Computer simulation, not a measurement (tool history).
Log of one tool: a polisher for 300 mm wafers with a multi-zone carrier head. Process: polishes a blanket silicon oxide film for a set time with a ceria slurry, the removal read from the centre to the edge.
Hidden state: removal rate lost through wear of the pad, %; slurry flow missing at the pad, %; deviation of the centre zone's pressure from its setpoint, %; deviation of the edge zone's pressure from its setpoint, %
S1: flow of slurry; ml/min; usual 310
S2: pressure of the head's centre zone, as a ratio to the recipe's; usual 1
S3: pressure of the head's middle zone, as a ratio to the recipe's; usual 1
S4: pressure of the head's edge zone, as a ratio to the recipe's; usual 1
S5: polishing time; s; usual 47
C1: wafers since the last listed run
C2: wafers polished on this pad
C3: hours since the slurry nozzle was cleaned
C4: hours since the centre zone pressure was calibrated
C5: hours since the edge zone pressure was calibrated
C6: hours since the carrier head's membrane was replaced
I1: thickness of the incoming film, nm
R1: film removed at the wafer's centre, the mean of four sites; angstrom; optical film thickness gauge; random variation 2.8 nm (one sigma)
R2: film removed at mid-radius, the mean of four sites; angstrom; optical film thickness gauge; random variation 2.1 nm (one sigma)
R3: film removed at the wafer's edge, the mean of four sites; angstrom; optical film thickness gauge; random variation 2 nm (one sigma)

| run | hour | S1 | S2 | S3 | S4 | S5 | C1 | C2 | C3 | C4 | C5 | C6 | I1 | R1 | R2 | R3 |
|---|---|---|---|---|---|---|---|---|---|---|---|---|---|---|---|---|
| 1 | 0 | 310 | 1 | 1 | 1 | 57 | 0 | 1800 | 509.4 | 202.7 | 163.6 | 1391.9 | 1833.1 | 2852 | 2889 | 2929 |
|  | 25.7 | worn pad replaced by a new one |
| 2 | 58.1 | 310 | 1 | 1 | 1 | 47 | 421 | 252 | 567.5 | 260.8 | 221.7 | 1450 | 1806.8 | 2419 | 2381 | 2429 |
| 3 | 83 | 310 | 1 | 1 | 1 | 47 | 194 | 446 | 592.4 | 285.7 | 246.6 | 1474.9 | 1785.5 | 2379 | 2384 | 2439 |
| 4 | 131 | 310 | 1 | 1 | 1 | 47 | 373 | 820 | 640.4 | 333.7 | 294.6 | 1522.9 | 1831.1 | 2365 | 2374 | 2417 |
| 5 | 207.6 | 310 | 1 | 1 | 1 | 47 | 596 | 1417 | 717 | 410.3 | 371.2 | 1599.5 | 1805.2 | 2379 | 2364 | 2428 |
| 6 | 248.3 | 310 | 1 | 1 | 1 | 47 | 317 | 1734 | 757.7 | 451 | 411.9 | 1640.2 | 1783 | 2398 | 2357 | 2443 |
| 7 | 282.8 | 310 | 0.94 | 1 | 1 | 47 | 268 | 2003 | 792.2 | 485.5 | 446.4 | 1674.7 | 1814.4 | 2270 | 2376 | 2403 |
|  | 315 | worn pad replaced by a new one |
| 8 | 342.6 | 310 | 1.09 | 1.05 | 1 | 47 | 434 | 215 | 852 | 545.3 | 506.2 | 1734.5 | 1818.4 | 2591 | 2385 | 2407 |
|  | 374 | slurry nozzle cleaned |
| 9 | 404.9 | 310 | 1.09 | 1.05 | 1 | 47 | 477 | 692 | 30.9 | 607.6 | 568.5 | 1796.8 | 1828.6 | 2602 | 2409 | 2395 |
|  | 448.9 | carrier head's membrane replaced by a new one |
| 10 | 477.2 | 310 | 1 | 0.96 | 1.07 | 63 | 524 | 1217 | 103.2 | 679.9 | 640.8 | 28.3 | 1807.7 | 3181 | 3113 | 3288 |
| 11 | 518.9 | 310 | 1 | 1 | 1 | 60 | 324 | 1542 | 144.9 | 721.6 | 682.5 | 70 | 1827 | 3023 | 3002 | 3063 |
|  | 556.8 | worn pad replaced by a new one |
| 12 | 572.6 | 310 | 0.93 | 0.9 | 0.91 | 57 | 387 | 122 | 198.6 | 775.3 | 736.2 | 123.7 | 1829.1 | 2668 | 2714 | 2819 |
|  | 626.5 | centre zone pressure recalibrated |
| 13 | 631.4 | 275 | 0.88 | 1 | 1.05 | 47 | 442 | 565 | 257.4 | 4.9 | 795 | 182.5 | 1808.6 | 2078 | 2349 | 2430 |
| 14 | 683.3 | 230 | 1 | 1 | 1 | 47 | 404 | 969 | 309.3 | 56.8 | 846.9 | 234.4 | 1813.6 | 2344 | 2294 | 2336 |
|  | 692.9 | edge zone pressure recalibrated |
| 15 | 729.1 | 310 | 1 | 1 | 1 | 57 | 341 | 1311 | 355.1 | 102.6 | 36.2 | 280.2 | 1803.8 | 2920 | 2857 | 2917 |
| 16 | 787.1 | 310 | 1 | 1 | 1 | 47 | 451 | 1762 | 413.1 | 160.6 | 94.2 | 338.2 | 1781.5 | 2385 | 2402 | 2426 |
|  | 845.3 | worn pad replaced by a new one |
| 17 | 855.7 | 275 | 0.96 | 1.04 | 1 | 32 | 503 | 80 | 481.7 | 229.2 | 162.8 | 406.8 | 1803.5 | 1530 | 1645 | 1638 |
| 18 | 906.7 | 205 | 0.9 | 0.91 | 1 | 33 | 397 | 478 | 532.7 | 280.2 | 213.8 | 457.8 | 1814.3 | 1441 | 1518 | 1631 |
| 19 | 939.9 | 310 | 1 | 1 | 1 | 47 | 258 | 736 | 565.9 | 313.4 | 247 | 491 | 1809.7 | 2375 | 2355 | 2393 |
| 20 | 992.6 | 205 | 1 | 0.94 | 1 | 39 | 410 | 1147 | 618.6 | 366.1 | 299.7 | 543.7 | 1784.4 | 1892 | 1833 | 1955 |
| 21 | 1025.4 | 310 | 1.08 | 0.96 | 0.93 | 47 | 255 | 1403 | 651.4 | 398.9 | 332.5 | 576.5 | 1840.6 | 2620 | 2289 | 2383 |
| 22 | 1066.2 | 310 | 1 | 1.1 | 1 | 38 | 317 | 1720 | 692.2 | 439.7 | 373.3 | 617.3 | 1783.6 | 1949 | 2032 | 1957 |
|  | 1118.1 | worn pad replaced by a new one |
| 23 | 1118.6 | 310 | 1 | 1 | 1 | 47 | 377 | 3 | 744.6 | 492.1 | 425.7 | 669.7 | 1806.5 | 2402 | 2408 | 2433 |

3 ways to go on from here, each from the tool as it stands after run 23. What would each give?
| A | 1119 | 310 | 1 | 1 | 1 | 47 | 3 | 7 | 745 | 492.5 | 426.1 | 670.1 | 1851.7 | ? | ? | ? |
| B | 1119 | 380 | 1 | 1 | 1 | 62 | 3 | 7 | 745 | 492.5 | 426.1 | 670.1 | 1851.7 | ? | ? | ? |
| C | 1119 | 240 | 0.95 | 1 | 1 | 47 | 3 | 7 | 745 | 492.5 | 426.1 | 670.1 | 1851.7 | ? | ? | ? |

| run | R1 | R2 | R3 |
|---|---|---|---|
| A | 2403 | 2344 | 2419 |
| B | 3228 | 3143 | 3232 |
| C | 2221 | 2288 | 2374 |
Without the tool's hidden state the same runs would have given:
| run | R1 | R2 | R3 |
|---|---|---|---|
| A | 2403 | 2344 | 2419 |
| B | 3228 | 3143 | 3232 |
| C | 2221 | 2288 | 2374 |
